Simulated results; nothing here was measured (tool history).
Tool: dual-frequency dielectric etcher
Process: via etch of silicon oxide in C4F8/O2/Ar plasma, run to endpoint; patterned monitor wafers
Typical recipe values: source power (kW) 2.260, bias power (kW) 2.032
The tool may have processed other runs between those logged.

run	hour	source power (kW)	bias power (kW)	wafers since the last listed run	hours since the last wet clean	hours since the last source power generator calibration	hours since the last bias power generator calibration	hours since the last upper electrode change	incoming incoming film thickness, nm	endpoint time (s)
1	0.0	2.260	2.202	0	295.6	2308.9	2766.2	2425.0	1357.4	268.6
# hour 69.9: wet clean of the chamber
2	70.4	2.260	2.202	266	0.5	2379.3	2836.6	2495.4	1330.8	250.3
3	112.0	2.260	2.032	238	42.1	2420.9	2878.2	2537.0	1342.4	263.1
4	176.8	2.260	2.032	371	106.9	2485.7	2943.0	2601.8	1351.5	267.6
5	228.2	2.260	2.032	294	158.3	2537.1	2994.4	2653.2	1326.1	263.2
6	274.0	2.260	2.032	262	204.1	2582.9	3040.2	2699.0	1354.3	269.4
7	307.6	2.080	2.284	192	237.7	2616.5	3073.8	2732.6	1342.4	273.7
8	354.9	2.080	2.284	271	285.0	2663.8	3121.1	2779.9	1350.1	276.8
# hour 406.7: wet clean of the chamber
9	420.3	2.260	2.032	237	13.6	2729.2	3186.5	2845.3	1344.4	258.1
# hour 497.4: upper electrode replaced
10	497.9	1.780	2.159	307	91.2	2806.8	3264.1	0.5	1338.8	299.8
11	503.2	2.260	1.853	30	96.5	2812.1	3269.4	5.8	1354.5	272.7
# hour 536.5: source power generator calibrated
12	547.5	2.260	2.032	231	140.8	11.0	3313.7	50.1	1347.7	268.2
13	607.7	2.660	1.542	345	201.0	71.2	3373.9	110.3	1348.9	264.8
14	641.4	2.260	2.032	193	234.7	104.9	3407.6	144.0	1335.8	269.8
15	686.8	1.940	1.637	260	280.1	150.3	3453.0	189.4	1354.7	323.5
# hour 723.6: wet clean of the chamber
# hour 730.3: bias power generator calibrated
16	753.3	1.870	2.285	220	29.7	216.8	23.0	255.9	1345.3	285.2
17	817.6	2.020	1.823	368	94.0	281.1	87.3	320.2	1358.9	297.0
18	878.7	2.800	2.444	350	155.1	342.2	148.4	381.3	1345.5	225.4
19	930.0	1.730	1.880	294	206.4	393.5	199.7	432.6	1352.8	330.1

Each row is a separate what-if for the run after 19, all from the same tool condition, not one after another. Results?
A	930.5	1.850	2.032	2	206.9	394.0	200.2	433.1	1334.6	?
B	930.5	1.820	1.833	2	206.9	394.0	200.2	433.1	1334.6	?
C	930.5	1.740	2.165	2	206.9	394.0	200.2	433.1	1334.6	?
D	930.5	1.730	2.287	2	206.9	394.0	200.2	433.1	1334.6	?

run	endpoint time (s)
A	301.4
B	315.0
C	307.7
D	303.4
Stripped of hidden state, with their random variation kept, the same runs would have yielded:
run	endpoint time (s)
A	292.3
B	305.6
C	298.5
D	294.3
